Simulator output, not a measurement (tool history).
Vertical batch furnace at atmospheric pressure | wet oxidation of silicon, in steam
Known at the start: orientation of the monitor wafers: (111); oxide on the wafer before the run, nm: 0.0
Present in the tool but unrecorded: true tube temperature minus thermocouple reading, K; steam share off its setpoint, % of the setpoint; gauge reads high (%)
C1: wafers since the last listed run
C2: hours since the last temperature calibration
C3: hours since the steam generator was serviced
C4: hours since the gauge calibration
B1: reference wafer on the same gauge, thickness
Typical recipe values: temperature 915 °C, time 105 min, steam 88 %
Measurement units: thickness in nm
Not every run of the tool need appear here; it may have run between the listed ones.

run 1 hour=0 | temperature=915 time=105 steam=88 | C1=0 C2=2562.6 C3=2512.3 C4=316.1 | B1=331.53 | thickness=370.93
run 2 hour=61.3 | temperature=901 time=105 steam=88 | C1=604 C2=2623.9 C3=2573.6 C4=377.4 | B1=332.09 | thickness=318.86
run 3 hour=91.8 | temperature=901 time=105 steam=88 | C1=300 C2=2654.4 C3=2604.1 C4=407.9 | B1=332.31 | thickness=322.14
run 4 hour=243.2 | temperature=915 time=105 steam=88 | C1=1492 C2=2805.8 C3=2755.5 C4=559.3 | B1=331.17 | thickness=367.56
run 5 hour=267.6 | temperature=915 time=105 steam=88 | C1=240 C2=2830.2 C3=2779.9 C4=583.7 | B1=332.8 | thickness=367.06
run 6 hour=292.4 | temperature=915 time=105 steam=88 | C1=244 C2=2855 C3=2804.7 C4=608.5 | B1=330.96 | thickness=367.9
run 7 hour=336.7 | temperature=915 time=105 steam=88 | C1=436 C2=2899.3 C3=2849 C4=652.8 | B1=332.6 | thickness=362.65
run 8 hour=386.2 | temperature=915 time=105 steam=88 | C1=487 C2=2948.8 C3=2898.5 C4=702.3 | B1=331.53 | thickness=361.75
run 9 hour=415.8 | temperature=915 time=105 steam=88 | C1=291 C2=2978.4 C3=2928.1 C4=731.9 | B1=331.82 | thickness=361.68
run 10 hour=461.7 | temperature=915 time=142.5 steam=97 | C1=452 C2=3024.3 C3=2974 C4=777.8 | B1=332.33 | thickness=481.6
run 11 hour=505 | temperature=915 time=105 steam=92 | C1=426 C2=3067.6 C3=3017.3 C4=821.1 | B1=331.65 | thickness=374.19
run 12 hour=555 | temperature=915 time=105 steam=88 | C1=492 C2=3117.6 C3=3067.3 C4=871.1 | B1=332.2 | thickness=363.31
run 13 hour=597 | temperature=915 time=105 steam=85 | C1=413 C2=3159.6 C3=3109.3 C4=913.1 | B1=332 | thickness=353.87
run 14 hour=658.4 | temperature=915 time=105 steam=85 | C1=605 C2=3221 C3=3170.7 C4=974.5 | B1=331.96 | thickness=353.33
run 15 hour=690.5 | temperature=915 time=105 steam=85 | C1=316 C2=3253.1 C3=3202.8 C4=1006.6 | B1=331.77 | thickness=355.64
run 16 hour=765.8 | temperature=915 time=91.5 steam=88 | C1=742 C2=3328.4 C3=3278.1 C4=1081.9 | B1=332.73 | thickness=325.49
-- hour=782.3 gauge calibrated
run 17 hour=800.3 | temperature=937 time=147 steam=78 | C1=340 C2=3362.9 C3=3312.6 C4=18 | B1=331.98 | thickness=492.57
run 18 hour=864.8 | temperature=915 time=105 steam=88 | C1=635 C2=3427.4 C3=3377.1 C4=82.5 | B1=332.02 | thickness=364.4
run 19 hour=920.5 | temperature=931 time=78.5 steam=97 | C1=549 C2=3483.1 C3=3432.8 C4=138.2 | B1=331.86 | thickness=355.66
run 20 hour=987.4 | temperature=915 time=65.5 steam=76 | C1=659 C2=3550 C3=3499.7 C4=205.1 | B1=331.96 | thickness=225.63
run 21 hour=1011.5 | temperature=903 time=105 steam=88 | C1=237 C2=3574.1 C3=3523.8 C4=229.2 | B1=331.98 | thickness=318.63
run 22 hour=1054.7 | temperature=897 time=129.5 steam=82 | C1=425 C2=3617.3 C3=3567 C4=272.4 | B1=331.58 | thickness=335.34
run 23 hour=1085.9 | temperature=915 time=151 steam=88 | C1=307 C2=3648.5 C3=3598.2 C4=303.6 | B1=331.67 | thickness=462.34
-- hour=1126.3 steam generator serviced
run 24 hour=1133.5 | temperature=933 time=129.5 steam=83 | C1=232 C2=3696.1 C3=7.2 C4=351.2 | B1=331.94 | thickness=444.27
run 25 hour=1171.9 | temperature=915 time=125 steam=88 | C1=378 C2=3734.5 C3=45.6 C4=389.6 | B1=332.44 | thickness=392.54
run 26 hour=1211.5 | temperature=932 time=86 steam=91 | C1=390 C2=3774.1 C3=85.2 C4=429.2 | B1=332.07 | thickness=354.02
run 27 hour=1235.6 | temperature=931 time=151.5 steam=78 | C1=237 C2=3798.2 C3=109.3 C4=453.3 | B1=331.76 | thickness=467.57
-- hour=1266.4 thermocouples replaced and temperature profile calibrated
run 28 hour=1284.7 | temperature=924 time=126.5 steam=88 | C1=247 C2=18.3 C3=158.4 C4=502.4 | B1=331.53 | thickness=427.93
run 29 hour=1356.4 | temperature=915 time=105 steam=97 | C1=706 C2=90 C3=230.1 C4=574.1 | B1=332.01 | thickness=372.1
run 30 hour=1424.5 | temperature=915 time=126.5 steam=82 | C1=671 C2=158.1 C3=298.2 C4=642.2 | B1=331.43 | thickness=375.88
-- hour=1490 steam generator serviced, repeated, since the last time left the tool worse
run 31 hour=1558.7 | temperature=896 time=127.5 steam=88 | C1=1086 C2=292.3 C3=68.7 C4=776.4 | B1=331.96 | thickness=363.66
run 32 hour=1615.9 | temperature=895 time=143.5 steam=80 | C1=563 C2=349.5 C3=125.9 C4=833.6 | B1=331.6 | thickness=359.68
run 33 hour=1798.6 | temperature=934 time=140.5 steam=81 | C1=1800 C2=532.2 C3=308.6 C4=1016.3 | B1=331.97 | thickness=501.85
run 34 hour=1860.3 | temperature=915 time=105 steam=88 | C1=608 C2=593.9 C3=370.3 C4=1078 | B1=332.12 | thickness=370.11
run 35 hour=1903.9 | temperature=915 time=105 steam=88 | C1=429 C2=637.5 C3=413.9 C4=1121.6 | B1=333.04 | thickness=371.08
-- hour=1913.7 gauge calibrated
run 36 hour=1931.1 | temperature=915 time=105 steam=88 | C1=268 C2=664.7 C3=441.1 C4=17.4 | B1=331.83 | thickness=372.22
run 37 hour=1988 | temperature=915 time=105 steam=88 | C1=560 C2=721.6 C3=498 C4=74.3 | B1=331.79 | thickness=370.14
run 38 hour=2046 | temperature=921 time=105 steam=81 | C1=571 C2=779.6 C3=556 C4=132.3 | B1=331.19 | thickness=371.61

Below are 4 alternative next runs, each starting from the tool's condition after run 38. Predict each:
run A hour=2051.5 | temperature=915 time=147.5 steam=88 | C1=54 C2=785.1 C3=561.5 C4=137.8 | B1=? | thickness=?
run B hour=2051.5 | temperature=915 time=81.5 steam=97 | C1=54 C2=785.1 C3=561.5 C4=137.8 | B1=? | thickness=?
run C hour=2051.5 | temperature=937 time=105 steam=95 | C1=54 C2=785.1 C3=561.5 C4=137.8 | B1=? | thickness=?
run D hour=2051.5 | temperature=905 time=105 steam=88 | C1=54 C2=785.1 C3=561.5 C4=137.8 | B1=? | thickness=?

run=A B1=332.35 thickness=471.92
run=B B1=332.35 thickness=330.95
run=C B1=332.35 thickness=462.07
run=D B1=332.35 thickness=338.98
Without the tool's unlogged condition, the same runs would have read:
run=A thickness=473.65
run=B thickness=332.24
run=C thickness=463.72
run=D thickness=340.32
